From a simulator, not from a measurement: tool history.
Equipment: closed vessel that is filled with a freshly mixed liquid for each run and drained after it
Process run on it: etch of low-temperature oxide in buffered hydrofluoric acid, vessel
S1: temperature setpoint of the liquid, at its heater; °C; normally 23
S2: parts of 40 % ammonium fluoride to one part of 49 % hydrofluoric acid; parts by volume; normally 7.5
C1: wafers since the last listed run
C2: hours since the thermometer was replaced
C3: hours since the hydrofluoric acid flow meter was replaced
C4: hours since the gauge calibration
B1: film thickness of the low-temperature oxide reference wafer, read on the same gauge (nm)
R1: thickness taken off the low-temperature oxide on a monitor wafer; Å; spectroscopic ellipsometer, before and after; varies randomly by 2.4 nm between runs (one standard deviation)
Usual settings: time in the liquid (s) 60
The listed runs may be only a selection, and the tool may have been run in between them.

Run 1, day 0: usual settings but S1 27 °C, time in the liquid (s) 40; C1 0; C2 2252.9; C3 1667; C4 333; B1 110.01. Result: R1 2099.2 Å.
Run 2, day 0.717: usual settings; C1 1422; C2 2270.1; C3 1684.2; C4 350.2; B1 109.99. Result: R1 2514 Å.
Run 3, day 1.35: usual settings; C1 1257; C2 2285.3; C3 1699.4; C4 365.4; B1 110. Result: R1 2464.1 Å.
At day 1.529: hydrofluoric acid flow meter replaced.
Run 4, day 1.7: usual settings; C1 612; C2 2293.7; C3 4.1; C4 373.8; B1 110.01. Result: R1 2482.7 Å.
Run 5, day 2: usual settings; C1 595; C2 2300.9; C3 11.3; C4 381; B1 110. Result: R1 2521.1 Å.
Run 6, day 2.542: usual settings; C1 1075; C2 2313.9; C3 24.3; C4 394; B1 110.01. Result: R1 2532.7 Å.
At day 2.783: thermometer replaced.
At day 2.921: gauge calibrated.
Run 7, day 4.071: usual settings but S1 26 °C; C1 2953; C2 30.9; C3 61; C4 27.6; B1 110.01. Result: R1 2913.7 Å.
Run 8, day 4.479: usual settings but S2 9 parts by volume; C1 810; C2 40.7; C3 70.8; C4 37.4; B1 109.99. Result: R1 2052.8 Å.
Run 9, day 4.933: usual settings but S2 9 parts by volume; C1 901; C2 51.6; C3 81.7; C4 48.3; B1 110. Result: R1 2062.8 Å.
Run 10, day 5.421: usual settings but S2 9 parts by volume; C1 967; C2 63.3; C3 93.4; C4 60; B1 110. Result: R1 2036.8 Å.
Run 11, day 5.958: usual settings but S1 26 °C; C1 1067; C2 76.2; C3 106.3; C4 72.9; B1 110. Result: R1 2963 Å.
Run 12, day 6.233: usual settings; C1 546; C2 82.8; C3 112.9; C4 79.5; B1 110.01. Result: R1 2493.2 Å.
Run 13, day 6.538: usual settings but S1 26.5 °C; C1 603; C2 90.1; C3 120.2; C4 86.8; B1 110. Result: R1 2996.3 Å.
Run 14, day 7.179: usual settings; C1 1274; C2 105.5; C3 135.6; C4 102.2; B1 110.02. Result: R1 2495.2 Å.
Run 15, day 7.454: usual settings but S1 25.5 °C, time in the liquid (s) 45; C1 546; C2 112.1; C3 142.2; C4 108.8; B1 109.99. Result: R1 2129.6 Å.
Run 16, day 7.8: usual settings but S1 26.5 °C, time in the liquid (s) 50; C1 686; C2 120.4; C3 150.5; C4 117.1; B1 110. Result: R1 2513.5 Å.
Run 17, day 8.458: usual settings but S2 5.5 parts by volume, time in the liquid (s) 85; C1 1307; C2 136.2; C3 166.3; C4 132.9; B1 110.02. Result: R1 4728.9 Å.
Run 18, day 8.725: usual settings but S1 19 °C, time in the liquid (s) 75; C1 529; C2 142.6; C3 172.7; C4 139.3; B1 110.02. Result: R1 2518.2 Å.
Run 19, day 9.338: usual settings; C1 1216; C2 157.3; C3 187.4; C4 154; B1 110. Result: R1 2471.1 Å.
Run 20, day 10.062: usual settings but S1 25 °C, S2 5.5 parts by volume; C1 1439; C2 174.7; C3 204.8; C4 171.4; B1 110. Result: R1 3730 Å.
Run 21, day 11.721: usual settings but S1 25 °C, S2 6.5 parts by volume, time in the liquid (s) 50; C1 3292; C2 214.5; C3 244.6; C4 211.2; B1 110.01. Result: R1 2668.6 Å.
Run 22, day 12.046: usual settings but S1 20.5 °C, S2 5.5 parts by volume, time in the liquid (s) 40; C1 645; C2 222.3; C3 252.4; C4 219; B1 110.01. Result: R1 1926.6 Å.
Run 23, day 12.475: usual settings but S1 25 °C, S2 5.5 parts by volume; C1 852; C2 232.6; C3 262.7; C4 229.3; B1 110.01. Result: R1 3679 Å.
Run 24, day 13.1: usual settings; C1 1240; C2 247.6; C3 277.7; C4 244.3; B1 110.02. Result: R1 2534 Å.
Run 25, day 14.979: usual settings; C1 3731; C2 292.7; C3 322.8; C4 289.4; B1 109.99. Result: R1 2518.7 Å.
Run 26, day 15.488: usual settings; C1 1009; C2 304.9; C3 335; C4 301.6; B1 109.99. Result: R1 2523.8 Å.
Run 27, day 16.208: usual settings but S1 20.5 °C; C1 1431; C2 322.2; C3 352.3; C4 318.9; B1 109.99. Result: R1 2175.3 Å.
Run 28, day 16.588: usual settings but S1 24.5 °C, S2 9.5 parts by volume, time in the liquid (s) 50; C1 752; C2 331.3; C3 361.4; C4 328; B1 109.99. Result: R1 1793 Å.
Run 29, day 16.925: usual settings but S1 18.5 °C, S2 9 parts by volume, time in the liquid (s) 50; C1 670; C2 339.4; C3 369.5; C4 336.1; B1 110.01. Result: R1 1331 Å.
Run 30, day 17.321: usual settings but S1 28 °C, S2 6.5 parts by volume, time in the liquid (s) 40; C1 785; C2 348.9; C3 379; C4 345.6; B1 110.01. Result: R1 2515.4 Å.
Run 31, day 17.938: usual settings but S2 5 parts by volume, time in the liquid (s) 50; C1 1224; C2 363.7; C3 393.8; C4 360.4; B1 109.99. Result: R1 2966.2 Å.

Describe how what the log doesn't record of the tool's condition differs between the last listed run preceding each entry between runs and the first listed run following it.
In the gap between runs 3 and 4: hydrofluoric acid flow meter replaced (day 1.529)
  no difference in the tool's unlogged condition between these two runs
In the gap between runs 6 and 7: thermometer replaced (day 2.783); gauge calibrated (day 2.921)
  no difference in the tool's unlogged condition between these two runs
